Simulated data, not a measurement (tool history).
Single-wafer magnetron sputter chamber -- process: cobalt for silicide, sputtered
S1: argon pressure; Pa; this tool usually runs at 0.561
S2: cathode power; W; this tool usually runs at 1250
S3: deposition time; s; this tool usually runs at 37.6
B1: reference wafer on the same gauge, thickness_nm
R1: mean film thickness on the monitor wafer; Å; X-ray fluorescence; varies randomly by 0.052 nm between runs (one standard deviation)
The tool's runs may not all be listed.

run,hour,S1,S2,S3,B1,R1
1,0.0,0.561,1250,37.6,21.108,237.53
2,96.1,0.561,1250,37.6,21.103,238.22
3,188.4,0.561,1250,37.6,21.097,237.96
4,252.9,0.561,1250,37.6,21.109,238.17
5,299.5,0.561,1250,37.6,21.077,237.40
# hour 319.7: sputter target and shields replaced
6,335.9,0.561,1250,37.6,21.122,238.09
7,405.0,0.493,1250,37.6,21.083,241.79
8,443.0,0.561,1250,37.6,21.111,236.85
9,540.2,0.610,1250,40.8,21.120,254.41
10,628.6,0.610,1250,40.8,21.092,254.59
# hour 681.6: sputter target and shields replaced
11,696.4,0.489,1100,37.6,21.089,218.71
# hour 742.1: gauge calibrated
# hour 870.9: capacitance manometer re-zeroed and calibrated
# hour 995.3: sputter target and shields replaced
# hour 1012.2: magnet pack replaced
12,1012.7,0.561,1150,39.5,21.101,232.36
13,1241.8,0.346,950,32.5,21.111,175.76
# hour 1312.8: sputter target and shields replaced
14,1330.4,0.561,1250,37.6,21.093,238.08
15,1429.2,0.561,1350,32.5,21.113,218.48
16,1527.9,0.658,1350,37.6,21.090,245.15
17,1569.0,0.561,1150,37.6,21.101,222.42
# hour 1651.6: sputter target and shields replaced
18,1658.2,0.561,1450,40.3,21.119,286.27
19,1734.1,0.561,1250,37.6,21.095,237.59
20,1804.4,0.561,1250,37.6,21.088,237.73

State the hidden condition of the tool at each of the runs:
deposition rate above that of a new target (%): 0, the same for each run
true argon pressure above the setpoint (%): 0, the same for each run
gauge reads high (%): 0, the same for each run
